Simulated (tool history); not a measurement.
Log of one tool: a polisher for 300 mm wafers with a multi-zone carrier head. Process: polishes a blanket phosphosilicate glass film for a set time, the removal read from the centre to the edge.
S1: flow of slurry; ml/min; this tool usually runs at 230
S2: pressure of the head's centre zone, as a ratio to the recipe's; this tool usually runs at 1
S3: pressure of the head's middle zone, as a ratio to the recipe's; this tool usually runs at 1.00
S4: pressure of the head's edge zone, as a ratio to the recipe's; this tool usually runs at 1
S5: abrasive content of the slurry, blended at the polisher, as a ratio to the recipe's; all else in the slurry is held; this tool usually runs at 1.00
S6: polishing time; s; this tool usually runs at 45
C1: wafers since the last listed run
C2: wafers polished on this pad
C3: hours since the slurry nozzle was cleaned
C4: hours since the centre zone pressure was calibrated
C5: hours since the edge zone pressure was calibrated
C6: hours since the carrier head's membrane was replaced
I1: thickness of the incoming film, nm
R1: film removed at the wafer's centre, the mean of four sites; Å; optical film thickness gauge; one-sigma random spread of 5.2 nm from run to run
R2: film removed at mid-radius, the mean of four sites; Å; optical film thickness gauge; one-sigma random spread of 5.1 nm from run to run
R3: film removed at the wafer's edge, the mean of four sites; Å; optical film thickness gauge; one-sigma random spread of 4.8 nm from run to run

run   hour   S1  S2    S3  S4    S5  S6   C1   C2     C3      C4      C5     C6      I1    R1    R2    R3
  1    0.0  230   1  1.00   1  0.85  45    0  718  128.2  1086.6  1236.5  534.8  2331.1  3410  3226  3364
      27.5  -- worn pad replaced by a new one
  2   28.0  260   1  1.00   1  1.00  34  173    3  156.2  1114.6  1264.5  562.8  2362.0  2686  2668  2609
  3   46.0  260   1  1.00   1  1.00  34  130  133  174.2  1132.6  1282.5  580.8  2322.9  2698  2556  2661
  4   71.2  260   1  1.00   1  1.00  34  182  315  199.4  1157.8  1307.7  606.0  2315.7  2611  2552  2634
  5   90.2  230   1  0.95   1  1.00  45  137  453  218.4  1176.8  1326.7  625.0  2338.8  3500  3288  3523
  6  106.9  230   1  1.00   1  1.00  50  120  573  235.1  1193.5  1343.4  641.7  2352.2  3771  3730  3917
     124.8  -- slurry nozzle cleaned
  7  131.8  230   1  1.00   1  1.00  50  172  746    7.0  1218.4  1368.3  666.6  2373.4  4059  3984  4063
  8  149.4  230   1  1.00   1  1.00  45  127  873   24.6  1236.0  1385.9  684.2  2325.4  3534  3510  3550
     154.9  -- worn pad replaced by a new one
     155.3  -- edge zone pressure recalibrated
     161.6  -- centre zone pressure recalibrated
  9  179.9  260   1  0.96   1  1.00  45  173  163   55.1    18.3    24.6  714.7  2339.2  3584  3405  3582
 10  210.7  230   1  1.00   1  1.00  45  222  385   85.9    49.1    55.4  745.5  2347.9  3546  3431  3457
 11  229.8  230   1  1.00   1  1.00  45  137  523  105.0    68.2    74.5  764.6  2373.7  3436  3423  3536

What will run 12 give?
 12  242.7  230   1  1.10   1  1.00  49  93  616  117.9  81.1  87.4  777.5  2358.9   ?   ?   ?

R1: 3873 Å
R2: 3828 Å
R3: 3785 Å
Take away the tool's hidden state, keep the run-to-run variation as it was, and the same run would have given R1 4060 Å, R2 3993 Å, R3 3905 Å.

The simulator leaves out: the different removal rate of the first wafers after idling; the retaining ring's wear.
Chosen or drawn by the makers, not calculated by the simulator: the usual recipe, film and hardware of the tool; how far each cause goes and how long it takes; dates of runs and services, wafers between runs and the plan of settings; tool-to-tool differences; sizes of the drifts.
